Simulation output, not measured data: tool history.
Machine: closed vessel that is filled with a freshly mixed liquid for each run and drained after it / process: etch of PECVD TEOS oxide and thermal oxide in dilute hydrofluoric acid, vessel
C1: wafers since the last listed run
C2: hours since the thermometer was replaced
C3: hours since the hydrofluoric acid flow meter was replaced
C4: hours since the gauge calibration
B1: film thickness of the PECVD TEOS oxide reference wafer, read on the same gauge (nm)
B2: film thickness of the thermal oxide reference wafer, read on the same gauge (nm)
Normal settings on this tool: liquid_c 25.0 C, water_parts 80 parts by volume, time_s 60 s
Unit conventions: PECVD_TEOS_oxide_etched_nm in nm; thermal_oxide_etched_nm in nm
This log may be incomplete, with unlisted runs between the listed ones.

Run 1, hour 0.0: usual settings; C1 0; C2 679.4; C3 388.2; C4 1903.2; B1 40.01; B2 89.976. Result: PECVD_TEOS_oxide_etched_nm 15.15 nm, thermal_oxide_etched_nm 3.788 nm.
At hour 58.9: thermometer replaced.
Run 2, hour 63.5: usual settings; C1 4927; C2 4.6; C3 451.7; C4 1966.7; B1 40.00; B2 89.981. Result: PECVD_TEOS_oxide_etched_nm 15.08 nm, thermal_oxide_etched_nm 3.777 nm.
Run 3, hour 143.6: usual settings but water_parts 110 parts by volume; C1 6315; C2 84.7; C3 531.8; C4 2046.8; B1 40.03; B2 90.033. Result: PECVD_TEOS_oxide_etched_nm 10.43 nm, thermal_oxide_etched_nm 2.638 nm.
Run 4, hour 229.2: usual settings but water_parts 110 parts by volume; C1 6748; C2 170.3; C3 617.4; C4 2132.4; B1 40.01; B2 90.037. Result: PECVD_TEOS_oxide_etched_nm 10.45 nm, thermal_oxide_etched_nm 2.665 nm.
Run 5, hour 293.4: usual settings but liquid_c 24.0 C, time_s 50 s; C1 5061; C2 234.5; C3 681.6; C4 2196.6; B1 40.01; B2 90.018. Result: PECVD_TEOS_oxide_etched_nm 11.95 nm, thermal_oxide_etched_nm 3.058 nm.
Run 6, hour 340.1: usual settings but liquid_c 21.5 C, water_parts 70 parts by volume; C1 3681; C2 281.2; C3 728.3; C4 2243.3; B1 40.02; B2 90.010. Result: PECVD_TEOS_oxide_etched_nm 14.76 nm, thermal_oxide_etched_nm 3.745 nm.
Run 7, hour 393.2: usual settings; C1 4186; C2 334.3; C3 781.4; C4 2296.4; B1 39.98; B2 89.969. Result: PECVD_TEOS_oxide_etched_nm 14.87 nm, thermal_oxide_etched_nm 3.741 nm.
At hour 478.8: gauge calibrated.
Run 8, hour 490.8: usual settings; C1 7694; C2 431.9; C3 879.0; C4 12.0; B1 40.03; B2 89.983. Result: PECVD_TEOS_oxide_etched_nm 14.93 nm, thermal_oxide_etched_nm 3.768 nm.
Run 9, hour 542.9: usual settings; C1 4107; C2 484.0; C3 931.1; C4 64.1; B1 40.00; B2 90.000. Result: PECVD_TEOS_oxide_etched_nm 14.77 nm, thermal_oxide_etched_nm 3.747 nm.
Run 10, hour 606.3: usual settings but liquid_c 26.5 C, water_parts 100 parts by volume, time_s 85 s; C1 4998; C2 547.4; C3 994.5; C4 127.5; B1 39.99; B2 89.988. Result: PECVD_TEOS_oxide_etched_nm 17.03 nm, thermal_oxide_etched_nm 4.339 nm.
Run 11, hour 646.3: usual settings but liquid_c 27.5 C, water_parts 40 parts by volume, time_s 70 s; C1 3153; C2 587.4; C3 1034.5; C4 167.5; B1 40.02; B2 89.995. Result: PECVD_TEOS_oxide_etched_nm 40.55 nm, thermal_oxide_etched_nm 10.259 nm.
Run 12, hour 728.4: usual settings but liquid_c 20.5 C, water_parts 110 parts by volume; C1 6472; C2 669.5; C3 1116.6; C4 249.6; B1 40.01; B2 89.977. Result: PECVD_TEOS_oxide_etched_nm 8.63 nm, thermal_oxide_etched_nm 2.147 nm.
Run 13, hour 784.7: usual settings but liquid_c 23.0 C, water_parts 60 parts by volume; C1 4438; C2 725.8; C3 1172.9; C4 305.9; B1 40.01; B2 90.021. Result: PECVD_TEOS_oxide_etched_nm 18.62 nm, thermal_oxide_etched_nm 4.712 nm.
At hour 797.1: thermometer replaced.
Run 14, hour 868.5: usual settings but liquid_c 28.0 C, water_parts 100 parts by volume; C1 6527; C2 71.4; C3 1256.7; C4 389.7; B1 39.98; B2 89.991. Result: PECVD_TEOS_oxide_etched_nm 12.93 nm, thermal_oxide_etched_nm 3.246 nm.
At hour 930.3: hydrofluoric acid flow meter replaced.
Run 15, hour 974.8: usual settings but liquid_c 28.0 C, water_parts 105 parts by volume, time_s 50 s; C1 8301; C2 177.7; C3 44.5; C4 496.0; B1 40.03; B2 89.995. Result: PECVD_TEOS_oxide_etched_nm 10.45 nm, thermal_oxide_etched_nm 2.640 nm.
Run 16, hour 1020.0: usual settings but liquid_c 23.0 C, water_parts 110 parts by volume; C1 3563; C2 222.9; C3 89.7; C4 541.2; B1 39.98; B2 89.994. Result: PECVD_TEOS_oxide_etched_nm 9.68 nm, thermal_oxide_etched_nm 2.505 nm.
Run 17, hour 1104.4: usual settings but liquid_c 23.0 C, water_parts 60 parts by volume, time_s 40 s; C1 6654; C2 307.3; C3 174.1; C4 625.6; B1 39.99; B2 90.001. Result: PECVD_TEOS_oxide_etched_nm 12.64 nm, thermal_oxide_etched_nm 3.177 nm.
Run 18, hour 1171.4: usual settings but liquid_c 26.5 C; C1 5282; C2 374.3; C3 241.1; C4 692.6; B1 40.00; B2 90.007. Result: PECVD_TEOS_oxide_etched_nm 15.76 nm, thermal_oxide_etched_nm 4.005 nm.
Run 19, hour 1217.6: usual settings but time_s 40 s; C1 3642; C2 420.5; C3 287.3; C4 738.8; B1 39.98; B2 89.998. Result: PECVD_TEOS_oxide_etched_nm 9.92 nm, thermal_oxide_etched_nm 2.523 nm.
Run 20, hour 1267.5: usual settings but liquid_c 27.0 C, water_parts 45 parts by volume, time_s 90 s; C1 3934; C2 470.4; C3 337.2; C4 788.7; B1 40.03; B2 89.998. Result: PECVD_TEOS_oxide_etched_nm 45.21 nm, thermal_oxide_etched_nm 11.604 nm.
At hour 1475.1: thermometer replaced.
Run 21, hour 1560.9: usual settings but liquid_c 23.0 C, time_s 30 s; C1 23052; C2 85.8; C3 630.6; C4 1082.1; B1 40.01; B2 89.994. Result: PECVD_TEOS_oxide_etched_nm 6.76 nm, thermal_oxide_etched_nm 1.732 nm.
Run 22, hour 1624.6: usual settings but liquid_c 21.5 C, time_s 35 s; C1 5022; C2 149.5; C3 694.3; C4 1145.8; B1 40.01; B2 90.023. Result: PECVD_TEOS_oxide_etched_nm 7.55 nm, thermal_oxide_etched_nm 1.925 nm.
Run 23, hour 1675.6: usual settings but water_parts 65 parts by volume, time_s 75 s; C1 4020; C2 200.5; C3 745.3; C4 1196.8; B1 40.01; B2 89.983. Result: PECVD_TEOS_oxide_etched_nm 22.94 nm, thermal_oxide_etched_nm 5.915 nm.
Run 24, hour 1980.6: usual settings but liquid_c 27.0 C, water_parts 45 parts by volume, time_s 85 s; C1 24046; C2 505.5; C3 1050.3; C4 1501.8; B1 39.99; B2 90.024. Result: PECVD_TEOS_oxide_etched_nm 42.68 nm, thermal_oxide_etched_nm 10.642 nm.
Run 25, hour 2035.0: usual settings; C1 4288; C2 559.9; C3 1104.7; C4 1556.2; B1 40.03; B2 89.991. Result: PECVD_TEOS_oxide_etched_nm 14.59 nm, thermal_oxide_etched_nm 3.749 nm.

Same runs, no hidden state in the tool, same run-to-run variation:
Hidden conditions of the tool in this case: liquid hotter than its thermometer reads (K); hydrofluoric acid flow below the setpoint (%); gauge reads high (%).
run  PECVD_TEOS_oxide_etched_nm  thermal_oxide_etched_nm
  1                       15.36                    3.840
  2                       15.32                    3.837
  3                       10.63                    2.688
  4                       10.68                    2.722
  5                       12.22                    3.127
  6                       15.11                    3.834
  7                       15.25                    3.837
  8                       15.35                    3.876
  9                       15.22                    3.860
 10                       17.59                    4.482
 11                       41.84                   10.585
 12                        8.94                    2.225
 13                       19.30                    4.885
 14                       13.47                    3.381
 15                       10.47                    2.646
 16                        9.72                    2.515
 17                       12.72                    3.197
 18                       15.89                    4.037
 19                       10.02                    2.547
 20                       45.69                   11.728
 21                        6.90                    1.766
 22                        7.71                    1.966
 23                       23.46                    6.050
 24                       44.01                   10.975
 25                       15.09                    3.877
